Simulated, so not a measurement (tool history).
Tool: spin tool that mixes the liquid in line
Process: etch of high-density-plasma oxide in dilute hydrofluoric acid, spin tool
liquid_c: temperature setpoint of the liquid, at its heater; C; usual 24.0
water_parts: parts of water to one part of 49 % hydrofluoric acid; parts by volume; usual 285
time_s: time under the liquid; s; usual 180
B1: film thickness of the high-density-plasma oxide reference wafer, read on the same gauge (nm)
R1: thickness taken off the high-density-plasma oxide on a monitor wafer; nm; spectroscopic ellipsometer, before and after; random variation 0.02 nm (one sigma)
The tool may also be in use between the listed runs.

Run 1, hour 0.0: usual settings but water_parts 350 parts by volume; B1 70.021. Result: R1 2.107 nm.
Run 2, hour 11.6: usual settings but water_parts 350 parts by volume; B1 70.014. Result: R1 2.122 nm.
Run 3, hour 26.6: usual settings; B1 69.955. Result: R1 2.827 nm.
Run 4, hour 36.2: usual settings; B1 69.996. Result: R1 2.788 nm.
Run 5, hour 45.8: usual settings; B1 69.972. Result: R1 2.812 nm.
Run 6, hour 61.4: usual settings; B1 69.982. Result: R1 2.777 nm.
Run 7, hour 77.2: usual settings; B1 69.989. Result: R1 2.802 nm.
Run 8, hour 86.5: usual settings; B1 69.983. Result: R1 2.793 nm.
Run 9, hour 103.5: usual settings but liquid_c 27.0 C, time_s 110 s; B1 69.998. Result: R1 1.921 nm.
Run 10, hour 113.3: usual settings but liquid_c 27.0 C, time_s 110 s; B1 70.009. Result: R1 1.911 nm.
Run 11, hour 131.2: usual settings; B1 70.016. Result: R1 2.824 nm.
Run 12, hour 140.3: usual settings but time_s 260 s; B1 69.976. Result: R1 4.064 nm.
At hour 154.0: thermometer replaced.
Run 13, hour 154.5: usual settings but liquid_c 21.5 C, water_parts 195 parts by volume, time_s 230 s; B1 70.015. Result: R1 4.905 nm.
Run 14, hour 164.6: usual settings; B1 69.990. Result: R1 2.592 nm.
Run 15, hour 175.3: usual settings; B1 70.036. Result: R1 2.610 nm.
Run 16, hour 182.0: usual settings but water_parts 340 parts by volume; B1 69.992. Result: R1 2.078 nm.
At hour 187.3: gauge calibrated.
At hour 209.4: hydrofluoric acid flow meter replaced.
Run 17, hour 219.0: usual settings; B1 70.053. Result: R1 2.652 nm.
Run 18, hour 229.7: usual settings but water_parts 325 parts by volume; B1 70.009. Result: R1 2.199 nm.
Run 19, hour 242.9: usual settings but liquid_c 19.0 C, time_s 125 s; B1 69.998. Result: R1 1.524 nm.
Run 20, hour 252.8: usual settings but water_parts 335 parts by volume; B1 69.989. Result: R1 2.123 nm.
Run 21, hour 264.9: usual settings; B1 69.961. Result: R1 2.660 nm.
Run 22, hour 281.7: usual settings but liquid_c 29.0 C, water_parts 165 parts by volume, time_s 80 s; B1 69.991. Result: R1 2.762 nm.

The tool's hidden state at each run:
hydrofluoric acid flow below the setpoint (%): 0 in every run
gauge reads high (%): 0 in every run
H1: liquid hotter than its thermometer reads (K)
run     H1
  1   2.63
  2   2.66
  3    2.7
  4   2.73
  5   2.76
  6    2.8
  7   2.85
  8   2.87
  9   2.92
 10   2.95
 11      3
 12   3.03
 13  0.711
 14   0.74
 15   0.77
 16  0.789
 17  0.895
 18  0.925
 19  0.963
 20  0.991
 21   1.03
 22   1.07
